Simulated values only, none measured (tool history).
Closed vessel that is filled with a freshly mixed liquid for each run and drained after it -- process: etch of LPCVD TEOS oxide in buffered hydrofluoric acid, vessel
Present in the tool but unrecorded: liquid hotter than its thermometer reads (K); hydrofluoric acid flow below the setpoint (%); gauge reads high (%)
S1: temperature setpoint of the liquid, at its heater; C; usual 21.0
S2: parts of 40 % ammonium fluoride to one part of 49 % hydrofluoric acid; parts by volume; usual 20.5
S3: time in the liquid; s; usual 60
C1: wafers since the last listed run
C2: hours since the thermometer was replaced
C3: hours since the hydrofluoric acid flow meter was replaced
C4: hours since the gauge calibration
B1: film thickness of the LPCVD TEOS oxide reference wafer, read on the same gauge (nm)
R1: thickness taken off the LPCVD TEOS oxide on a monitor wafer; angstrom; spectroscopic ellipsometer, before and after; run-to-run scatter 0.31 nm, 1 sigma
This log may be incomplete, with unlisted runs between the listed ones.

run 1 hour=0.0 | S1=21.0 S2=20.5 S3=60 | C1=0 C2=2102.8 C3=1614.5 C4=390.2 | B1=140.02 | R1=591.3
run 2 hour=14.2 | S1=21.0 S2=20.5 S3=60 | C1=1755 C2=2117.0 C3=1628.7 C4=404.4 | B1=139.98 | R1=591.5
run 3 hour=26.5 | S1=21.0 S2=20.5 S3=35 | C1=1520 C2=2129.3 C3=1641.0 C4=416.7 | B1=139.98 | R1=343.2
run 4 hour=42.8 | S1=21.0 S2=20.5 S3=60 | C1=2015 C2=2145.6 C3=1657.3 C4=433.0 | B1=140.05 | R1=595.5
run 5 hour=57.0 | S1=21.0 S2=20.5 S3=60 | C1=1755 C2=2159.8 C3=1671.5 C4=447.2 | B1=139.98 | R1=591.1
-- hour=63.6 gauge calibrated
run 6 hour=73.2 | S1=21.0 S2=20.5 S3=60 | C1=2002 C2=2176.0 C3=1687.7 C4=9.6 | B1=139.99 | R1=592.8
run 7 hour=105.5 | S1=21.0 S2=20.5 S3=60 | C1=3993 C2=2208.3 C3=1720.0 C4=41.9 | B1=140.01 | R1=593.8
run 8 hour=111.6 | S1=21.0 S2=20.5 S3=60 | C1=754 C2=2214.4 C3=1726.1 C4=48.0 | B1=140.00 | R1=593.6
run 9 hour=119.2 | S1=21.0 S2=18.5 S3=60 | C1=939 C2=2222.0 C3=1733.7 C4=55.6 | B1=139.98 | R1=657.0
run 10 hour=131.9 | S1=21.0 S2=18.5 S3=60 | C1=1570 C2=2234.7 C3=1746.4 C4=68.3 | B1=139.99 | R1=657.5
run 11 hour=149.8 | S1=21.0 S2=20.5 S3=60 | C1=2213 C2=2252.6 C3=1764.3 C4=86.2 | B1=140.03 | R1=598.1
run 12 hour=156.3 | S1=21.0 S2=25.5 S3=85 | C1=803 C2=2259.1 C3=1770.8 C4=92.7 | B1=140.00 | R1=725.1
-- hour=161.6 thermometer replaced
run 13 hour=163.0 | S1=21.0 S2=27.5 S3=60 | C1=704 C2=1.4 C3=1777.5 C4=99.4 | B1=139.95 | R1=422.8
run 14 hour=178.8 | S1=21.0 S2=20.5 S3=70 | C1=1953 C2=17.2 C3=1793.3 C4=115.2 | B1=140.05 | R1=603.5
run 15 hour=188.2 | S1=24.0 S2=23.0 S3=90 | C1=1162 C2=26.6 C3=1802.7 C4=124.6 | B1=140.00 | R1=853.4
-- hour=192.7 hydrofluoric acid flow meter replaced
run 16 hour=199.9 | S1=22.5 S2=20.5 S3=60 | C1=1322 C2=38.3 C3=7.2 C4=136.3 | B1=139.98 | R1=559.0
run 17 hour=217.5 | S1=25.5 S2=18.0 S3=40 | C1=2176 C2=55.9 C3=24.8 C4=153.9 | B1=140.03 | R1=495.6
run 18 hour=230.9 | S1=17.0 S2=13.0 S3=80 | C1=1656 C2=69.3 C3=38.2 C4=167.3 | B1=139.99 | R1=853.3
run 19 hour=238.8 | S1=26.0 S2=20.5 S3=70 | C1=976 C2=77.2 C3=46.1 C4=175.2 | B1=140.04 | R1=800.6
run 20 hour=249.0 | S1=18.5 S2=17.0 S3=60 | C1=1261 C2=87.4 C3=56.3 C4=185.4 | B1=140.00 | R1=545.4
run 21 hour=261.6 | S1=21.0 S2=20.5 S3=60 | C1=1557 C2=100.0 C3=68.9 C4=198.0 | B1=139.96 | R1=516.2
run 22 hour=273.7 | S1=21.0 S2=20.5 S3=60 | C1=1496 C2=112.1 C3=81.0 C4=210.1 | B1=140.04 | R1=514.9
run 23 hour=286.5 | S1=24.0 S2=20.5 S3=40 | C1=1582 C2=124.9 C3=93.8 C4=222.9 | B1=140.01 | R1=414.6
run 24 hour=301.5 | S1=21.0 S2=20.5 S3=60 | C1=1854 C2=139.9 C3=108.8 C4=237.9 | B1=140.03 | R1=518.0
run 25 hour=310.4 | S1=23.0 S2=20.5 S3=30 | C1=1100 C2=148.8 C3=117.7 C4=246.8 | B1=139.95 | R1=289.3
run 26 hour=318.4 | S1=23.5 S2=20.5 S3=85 | C1=989 C2=156.8 C3=125.7 C4=254.8 | B1=140.03 | R1=845.1
run 27 hour=330.9 | S1=24.0 S2=12.5 S3=60 | C1=1545 C2=169.3 C3=138.2 C4=267.3 | B1=140.01 | R1=1000.1
run 28 hour=339.2 | S1=26.0 S2=16.0 S3=75 | C1=1026 C2=177.6 C3=146.5 C4=275.6 | B1=140.01 | R1=1070.4
run 29 hour=347.5 | S1=21.0 S2=15.0 S3=40 | C1=1026 C2=185.9 C3=154.8 C4=283.9 | B1=140.00 | R1=469.2
run 30 hour=360.9 | S1=21.0 S2=20.5 S3=60 | C1=1656 C2=199.3 C3=168.2 C4=297.3 | B1=140.02 | R1=524.1
run 31 hour=375.2 | S1=21.0 S2=20.5 S3=60 | C1=1768 C2=213.6 C3=182.5 C4=311.6 | B1=140.01 | R1=522.5
run 32 hour=384.5 | S1=24.5 S2=26.5 S3=75 | C1=1149 C2=222.9 C3=191.8 C4=320.9 | B1=139.99 | R1=661.8

Predict each of these 5 candidate next runs independently; none follows another, all start after run 32:
run A hour=385.2 | S1=21.0 S2=20.5 S3=30 | C1=86 C2=223.6 C3=192.5 C4=321.6 | B1=? | R1=?
run B hour=385.2 | S1=21.0 S2=24.0 S3=60 | C1=86 C2=223.6 C3=192.5 C4=321.6 | B1=? | R1=?
run C hour=385.2 | S1=23.0 S2=23.0 S3=60 | C1=86 C2=223.6 C3=192.5 C4=321.6 | B1=? | R1=?
run D hour=385.2 | S1=24.0 S2=20.5 S3=60 | C1=86 C2=223.6 C3=192.5 C4=321.6 | B1=? | R1=?
run E hour=385.2 | S1=21.0 S2=20.5 S3=50 | C1=86 C2=223.6 C3=192.5 C4=321.6 | B1=? | R1=?

run=A B1=140.04 R1=262.1
run=B B1=140.04 R1=470.2
run=C B1=140.04 R1=541.0
run=D B1=140.04 R1=618.6
run=E B1=140.04 R1=436.9
What these runs would have given with no unlogged condition in the tool:
run=A R1=257.5
run=B R1=461.9
run=C R1=531.5
run=D R1=607.9
run=E R1=429.1
